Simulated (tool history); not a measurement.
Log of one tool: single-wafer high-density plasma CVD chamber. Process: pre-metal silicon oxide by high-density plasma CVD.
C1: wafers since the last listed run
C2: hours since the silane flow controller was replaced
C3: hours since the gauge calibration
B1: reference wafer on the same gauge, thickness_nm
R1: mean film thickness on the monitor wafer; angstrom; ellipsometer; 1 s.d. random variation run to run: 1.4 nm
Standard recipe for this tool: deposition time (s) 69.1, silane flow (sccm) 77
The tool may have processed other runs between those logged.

{"run": 1, "hour": 0.0, "deposition time (s)": 58.9, "silane flow (sccm)": 77, "C1": 0, "C2": 757.7, "C3": 330.1, "B1": 490.707, "R1": 4173.5}
{"run": 2, "hour": 56.5, "deposition time (s)": 75.5, "silane flow (sccm)": 88, "C1": 748, "C2": 814.2, "C3": 386.6, "B1": 490.886, "R1": 5882.57}
{"run": 3, "hour": 147.8, "deposition time (s)": 69.1, "silane flow (sccm)": 77, "C1": 1209, "C2": 905.5, "C3": 477.9, "B1": 491.063, "R1": 4888.01}
{"run": 4, "hour": 198.9, "deposition time (s)": 69.1, "silane flow (sccm)": 77, "C1": 677, "C2": 956.6, "C3": 529.0, "B1": 490.845, "R1": 4896.12}
{"run": 5, "hour": 258.0, "deposition time (s)": 73.8, "silane flow (sccm)": 77, "C1": 783, "C2": 1015.7, "C3": 588.1, "B1": 490.762, "R1": 5189.73}
{"run": 6, "hour": 365.8, "deposition time (s)": 69.1, "silane flow (sccm)": 77, "C1": 1428, "C2": 1123.5, "C3": 695.9, "B1": 491.038, "R1": 4846.82}
{"run": 7, "hour": 434.6, "deposition time (s)": 69.1, "silane flow (sccm)": 77, "C1": 911, "C2": 1192.3, "C3": 764.7, "B1": 490.776, "R1": 4856.36}
{"run": 8, "hour": 497.9, "deposition time (s)": 69.1, "silane flow (sccm)": 77, "C1": 838, "C2": 1255.6, "C3": 828.0, "B1": 491.129, "R1": 4840.2}
{"run": 9, "hour": 542.1, "deposition time (s)": 69.1, "silane flow (sccm)": 77, "C1": 585, "C2": 1299.8, "C3": 872.2, "B1": 491.201, "R1": 4836.9}
{"run": 10, "hour": 617.3, "deposition time (s)": 69.1, "silane flow (sccm)": 77, "C1": 996, "C2": 1375.0, "C3": 947.4, "B1": 491.159, "R1": 4832.99}
{"hour": 666.0, "done": "gauge calibrated"}
{"run": 11, "hour": 693.4, "deposition time (s)": 69.1, "silane flow (sccm)": 77, "C1": 1008, "C2": 1451.1, "C3": 27.4, "B1": 490.854, "R1": 4809.64}
{"run": 12, "hour": 771.9, "deposition time (s)": 61.2, "silane flow (sccm)": 66, "C1": 1040, "C2": 1529.6, "C3": 105.9, "B1": 491.32, "R1": 3804.69}
{"run": 13, "hour": 847.0, "deposition time (s)": 58.9, "silane flow (sccm)": 77, "C1": 995, "C2": 1604.7, "C3": 181.0, "B1": 490.845, "R1": 4046.62}
{"run": 14, "hour": 903.8, "deposition time (s)": 69.1, "silane flow (sccm)": 77, "C1": 752, "C2": 1661.5, "C3": 237.8, "B1": 491.067, "R1": 4772.09}
{"hour": 937.4, "done": "silane flow controller replaced"}
{"run": 15, "hour": 981.2, "deposition time (s)": 76.6, "silane flow (sccm)": 73, "C1": 919, "C2": 43.8, "C3": 315.2, "B1": 490.94, "R1": 5235.24}
{"run": 16, "hour": 1051.6, "deposition time (s)": 69.1, "silane flow (sccm)": 72, "C1": 932, "C2": 114.2, "C3": 385.6, "B1": 490.938, "R1": 4691.49}
{"run": 17, "hour": 1114.8, "deposition time (s)": 81.6, "silane flow (sccm)": 88, "C1": 837, "C2": 177.4, "C3": 448.8, "B1": 490.806, "R1": 6402.52}
{"run": 18, "hour": 1158.9, "deposition time (s)": 60.5, "silane flow (sccm)": 64, "C1": 584, "C2": 221.5, "C3": 492.9, "B1": 490.649, "R1": 3809.01}
{"run": 19, "hour": 1237.1, "deposition time (s)": 80.6, "silane flow (sccm)": 88, "C1": 1036, "C2": 299.7, "C3": 571.1, "B1": 491.226, "R1": 6332.02}
{"run": 20, "hour": 1274.5, "deposition time (s)": 74.6, "silane flow (sccm)": 70, "C1": 495, "C2": 337.1, "C3": 608.5, "B1": 491.129, "R1": 4964.57}

5 options for the next run, each taken on its own from the tool as it stands now. Forecast them:
{"run": "A", "hour": 1274.9, "deposition time (s)": 69.1, "silane flow (sccm)": 77, "C1": 5, "C2": 337.5, "C3": 608.9, "B1": "?", "R1": "?"}
{"run": "B", "hour": 1274.9, "deposition time (s)": 69.1, "silane flow (sccm)": 71, "C1": 5, "C2": 337.5, "C3": 608.9, "B1": "?", "R1": "?"}
{"run": "C", "hour": 1274.9, "deposition time (s)": 56.1, "silane flow (sccm)": 70, "C1": 5, "C2": 337.5, "C3": 608.9, "B1": "?", "R1": "?"}
{"run": "D", "hour": 1274.9, "deposition time (s)": 69.1, "silane flow (sccm)": 66, "C1": 5, "C2": 337.5, "C3": 608.9, "B1": "?", "R1": "?"}
{"run": "E", "hour": 1274.9, "deposition time (s)": 77.3, "silane flow (sccm)": 70, "C1": 5, "C2": 337.5, "C3": 608.9, "B1": "?", "R1": "?"}

run=A B1=491.084 R1=4910.42
run=B B1=491.084 R1=4637.99
run=C B1=491.084 R1=3728.57
run=D B1=491.084 R1=4410.97
run=E B1=491.084 R1=5137.58
Stripped of hidden state, with their random variation kept, the same runs would have yielded:
run=A R1=4921.95
run=B R1=4648.89
run=C R1=3737.33
run=D R1=4421.33
run=E R1=5149.65
